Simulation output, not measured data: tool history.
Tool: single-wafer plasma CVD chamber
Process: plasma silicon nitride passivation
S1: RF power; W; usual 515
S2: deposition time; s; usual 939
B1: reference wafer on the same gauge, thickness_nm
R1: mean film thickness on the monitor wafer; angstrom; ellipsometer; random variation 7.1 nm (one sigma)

run      day   S1    S2        B1        R1
  1    0.000  515   883  1590.511  12721.86
  2    2.912  515   939  1588.443  13508.99
  3    4.646  515   939  1588.637  13565.00
  4    7.988  515   939  1591.968  13611.17
  5   11.954  515   939  1588.917  13547.64
  6   13.471  560   939  1587.735  13726.85
  7   17.812  560   939  1586.816  13891.28
  8   19.446  535   939  1588.188  13679.19
  9   21.312  515   939  1589.972  13483.55
 10   25.500  515   939  1590.945  13553.69
 11   29.883  515   848  1591.213  12151.08
 12   32.192  485   834  1593.448  11676.25
 13   37.625  485   834  1591.115  11737.07
      38.754  -- showerhead replaced
 14   44.754  485   834  1589.638  11663.56
 15   47.617  495   799  1590.299  11171.29
 16   49.962  515   939  1590.182  13359.54
 17   52.717  480  1060  1590.342  14758.72
 18   65.658  475   783  1589.613  10721.44
      69.346  -- RF generator calibrated
 19   69.575  515   939  1587.109  13707.49
 20   71.121  435  1002  1590.748  13821.92
      71.796  -- gauge calibrated
 21   75.029  515   939  1593.037  13785.51
 22   78.517  515   939  1590.463  13713.89
 23   81.379  415   939  1590.757  12690.89
 24   84.492  515   939  1588.244  13631.50
 25   86.700  565   939  1588.888  14078.17
 26   90.892  455   939  1589.834  12957.96
 27   94.883  515   939  1590.392  13531.09
 28   99.158  515  1104  1591.679  15784.89
 29  103.538  610  1040  1590.186  15924.37
 30  107.846  555   865  1590.702  12789.61

What the log doesn't show, run by run:
gauge reads high (%): 0 in every run
H1: delivered RF power above the setpoint (%)
run      H1
  1   -2.19
  2   -2.48
  3   -2.65
  4   -2.99
  5   -3.38
  6   -3.54
  7   -3.97
  8   -4.13
  9   -4.32
 10   -4.74
 11   -5.18
 12   -5.41
 13   -5.95
 14   -6.67
 15   -6.96
 16   -7.19
 17   -7.47
 18   -8.76
 19  -0.388
 20  -0.543
 21  -0.934
 22   -1.28
 23   -1.57
 24   -1.88
 25    -2.1
 26   -2.52
 27   -2.92
 28   -3.35
 29   -3.79
 30   -4.22
